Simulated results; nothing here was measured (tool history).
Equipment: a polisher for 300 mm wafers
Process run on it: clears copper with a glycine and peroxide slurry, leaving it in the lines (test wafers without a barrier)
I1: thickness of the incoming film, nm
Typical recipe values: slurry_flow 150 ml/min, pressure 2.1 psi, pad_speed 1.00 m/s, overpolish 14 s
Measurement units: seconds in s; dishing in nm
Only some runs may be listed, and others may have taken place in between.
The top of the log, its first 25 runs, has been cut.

Run 26, hour 336.5: usual settings; I1 456.9. Result: seconds 123.5 s, dishing 35.8 nm.
At hour 347.3: worn pad replaced by a new one.
Run 27, hour 353.5: usual settings; I1 463.0. Result: seconds 106.9 s, dishing 41.0 nm.
Run 28, hour 371.0: usual settings but slurry_flow 190 ml/min, pad_speed 0.80 m/s; I1 455.7. Result: seconds 125.3 s, dishing 33.5 nm.
Run 29, hour 381.5: usual settings; I1 460.2. Result: seconds 117.1 s, dishing 37.1 nm.
Run 30, hour 387.9: usual settings but pressure 1.9 psi, overpolish 17 s; I1 449.9. Result: seconds 121.0 s, dishing 44.0 nm.
Run 31, hour 403.8: usual settings but slurry_flow 185 ml/min; I1 463.5. Result: seconds 113.3 s, dishing 37.4 nm.
Run 32, hour 419.7: usual settings; I1 456.3. Result: seconds 121.7 s, dishing 36.2 nm.
Run 33, hour 425.7: usual settings; I1 454.2. Result: seconds 121.2 s, dishing 35.8 nm.
Run 34, hour 434.7: usual settings but slurry_flow 175 ml/min, pressure 1.8 psi, pad_speed 0.72 m/s, overpolish 17 s; I1 467.4. Result: seconds 172.7 s, dishing 31.9 nm.
Run 35, hour 441.0: usual settings but slurry_flow 195 ml/min, pressure 2.8 psi, pad_speed 1.26 m/s; I1 453.7. Result: seconds 76.7 s, dishing 53.2 nm.
Run 36, hour 451.6: usual settings but slurry_flow 110 ml/min, pressure 1.6 psi, pad_speed 0.82 m/s, overpolish 21 s; I1 457.0. Result: seconds 197.2 s, dishing 33.9 nm.

Alternative continuations, all from the tool just after run 36; predict every row:
Run A, hour 452.1: usual settings but pressure 2.6 psi; I1 458.8. Result: seconds ?, dishing ?.
Run B, hour 452.1: usual settings but slurry_flow 200 ml/min, pressure 2.7 psi, pad_speed 0.72 m/s, overpolish 17 s; I1 458.8. Result: seconds ?, dishing ?.
Run C, hour 452.1: usual settings but slurry_flow 100 ml/min, pad_speed 0.82 m/s; I1 458.8. Result: seconds ?, dishing ?.

run  seconds  dishing
  A    112.0     40.0
  B    130.9     41.7
  C    177.7     26.2
Without the tool's unlogged condition, the same runs would have read:
run  seconds  dishing
  A     89.5     48.7
  B    107.6     49.6
  C    134.3     33.9
